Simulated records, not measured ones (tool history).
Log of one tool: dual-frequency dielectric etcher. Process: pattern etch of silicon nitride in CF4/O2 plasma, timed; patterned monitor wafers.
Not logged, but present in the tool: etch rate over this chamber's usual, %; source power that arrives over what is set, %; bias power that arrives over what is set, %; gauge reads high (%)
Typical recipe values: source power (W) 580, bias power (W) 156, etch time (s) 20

| run | hour | source power (W) | bias power (W) | etch time (s) | wafers since the last listed run | hours since the last wet clean | hours since the last source power generator calibration | hours since the last bias power generator calibration | hours since the last upper electrode change | hours since the gauge calibration | read-back reference wafer on the same gauge, depth_nm | mean etch depth across the wafer (Å) |
|---|---|---|---|---|---|---|---|---|---|---|---|---|
| 1 | 0 | 580 | 156 | 20 | 0 | 352.5 | 2692.5 | 4196.2 | 1777.9 | 64.6 | 37.65 | 446.8 |
| 2 | 8.9 | 530 | 156 | 20 | 159 | 361.4 | 2701.4 | 4205.1 | 1786.8 | 73.5 | 37.65 | 417.8 |
| 3 | 22.6 | 680 | 156 | 20 | 245 | 375.1 | 2715.1 | 4218.8 | 1800.5 | 87.2 | 37.48 | 510.5 |
| 4 | 30.5 | 680 | 156 | 20 | 141 | 383 | 2723 | 4226.7 | 1808.4 | 95.1 | 37.6 | 511 |
| 5 | 45.6 | 680 | 156 | 20 | 270 | 398.1 | 2738.1 | 4241.8 | 1823.5 | 110.2 | 37.62 | 511.9 |
| 6 | 62.5 | 580 | 156 | 20 | 302 | 415 | 2755 | 4258.7 | 1840.4 | 127.1 | 37.6 | 448 |
| 7 | 69.5 | 580 | 156 | 20 | 125 | 422 | 2762 | 4265.7 | 1847.4 | 134.1 | 37.62 | 448.4 |
| 8 | 76.6 | 580 | 156 | 20 | 127 | 429.1 | 2769.1 | 4272.8 | 1854.5 | 141.2 | 37.62 | 446.5 |
| 9 | 87.4 | 580 | 156 | 20 | 193 | 439.9 | 2779.9 | 4283.6 | 1865.3 | 152 | 37.66 | 451.3 |
|  | 120.8 | upper electrode replaced |
| 10 | 121.3 | 580 | 156 | 20 | 177 | 473.8 | 2813.8 | 4317.5 | 0.5 | 185.9 | 37.6 | 453.5 |
| 11 | 121.6 | 480 | 156 | 20 | 5 | 474.1 | 2814.1 | 4317.8 | 0.8 | 186.2 | 37.59 | 391.4 |
| 12 | 122.9 | 580 | 156 | 20 | 23 | 475.4 | 2815.4 | 4319.1 | 2.1 | 187.5 | 37.57 | 448.1 |
| 13 | 140.5 | 580 | 156 | 20 | 314 | 493 | 2833 | 4336.7 | 19.7 | 205.1 | 37.64 | 454.3 |
| 14 | 150 | 510 | 156 | 20 | 170 | 502.5 | 2842.5 | 4346.2 | 29.2 | 214.6 | 37.52 | 407 |
|  | 159.6 | source power generator calibrated |
|  | 177.9 | wet clean of the chamber |
| 15 | 178.4 | 580 | 156 | 24 | 109 | 0.5 | 18.8 | 4374.6 | 57.6 | 243 | 37.67 | 517.6 |
| 16 | 178.7 | 700 | 193 | 24 | 5 | 0.8 | 19.1 | 4374.9 | 57.9 | 243.3 | 37.67 | 648.8 |
| 17 | 190.3 | 580 | 156 | 20 | 207 | 12.4 | 30.7 | 4386.5 | 69.5 | 254.9 | 37.6 | 432.4 |
| 18 | 197.7 | 580 | 141 | 23 | 132 | 19.8 | 38.1 | 4393.9 | 76.9 | 262.3 | 37.58 | 479.3 |
|  | 207.2 | gauge calibrated |
| 19 | 215 | 580 | 156 | 25 | 309 | 37.1 | 55.4 | 4411.2 | 94.2 | 7.8 | 37.63 | 541.5 |
|  | 226.6 | bias power generator calibrated |
| 20 | 232.3 | 690 | 180 | 14 | 238 | 54.4 | 72.7 | 5.7 | 111.5 | 25.1 | 37.54 | 366.9 |
| 21 | 247.7 | 580 | 156 | 20 | 275 | 69.8 | 88.1 | 21.1 | 126.9 | 40.5 | 37.52 | 435.2 |
| 22 | 262.6 | 640 | 172 | 22 | 266 | 84.7 | 103 | 36 | 141.8 | 55.4 | 37.59 | 539.9 |
| 23 | 276.1 | 640 | 172 | 22 | 241 | 98.2 | 116.5 | 49.5 | 155.3 | 68.9 | 37.57 | 537.9 |
| 24 | 285.3 | 520 | 193 | 20 | 164 | 107.4 | 125.7 | 58.7 | 164.5 | 78.1 | 37.6 | 430.5 |

What if the next run were any one of these 4? Each begins from the tool's condition after run 24:
| A | 285.7 | 580 | 156 | 20 | 7 | 107.8 | 126.1 | 59.1 | 164.9 | 78.5 | ? | ? |
| B | 285.7 | 500 | 156 | 24 | 7 | 107.8 | 126.1 | 59.1 | 164.9 | 78.5 | ? | ? |
| C | 285.7 | 680 | 136 | 24.5 | 7 | 107.8 | 126.1 | 59.1 | 164.9 | 78.5 | ? | ? |
| D | 285.7 | 460 | 176 | 18 | 7 | 107.8 | 126.1 | 59.1 | 164.9 | 78.5 | ? | ? |

| run | read-back reference wafer on the same gauge, depth_nm | mean etch depth across the wafer (Å) |
|---|---|---|
| A | 37.66 | 436.8 |
| B | 37.66 | 466.1 |
| C | 37.66 | 581.9 |
| D | 37.66 | 341.2 |
Without the tool's hidden state the same runs would have given:
| run | mean etch depth across the wafer (Å) |
|---|---|
| A | 432.2 |
| B | 461.2 |
| C | 575.7 |
| D | 337.6 |

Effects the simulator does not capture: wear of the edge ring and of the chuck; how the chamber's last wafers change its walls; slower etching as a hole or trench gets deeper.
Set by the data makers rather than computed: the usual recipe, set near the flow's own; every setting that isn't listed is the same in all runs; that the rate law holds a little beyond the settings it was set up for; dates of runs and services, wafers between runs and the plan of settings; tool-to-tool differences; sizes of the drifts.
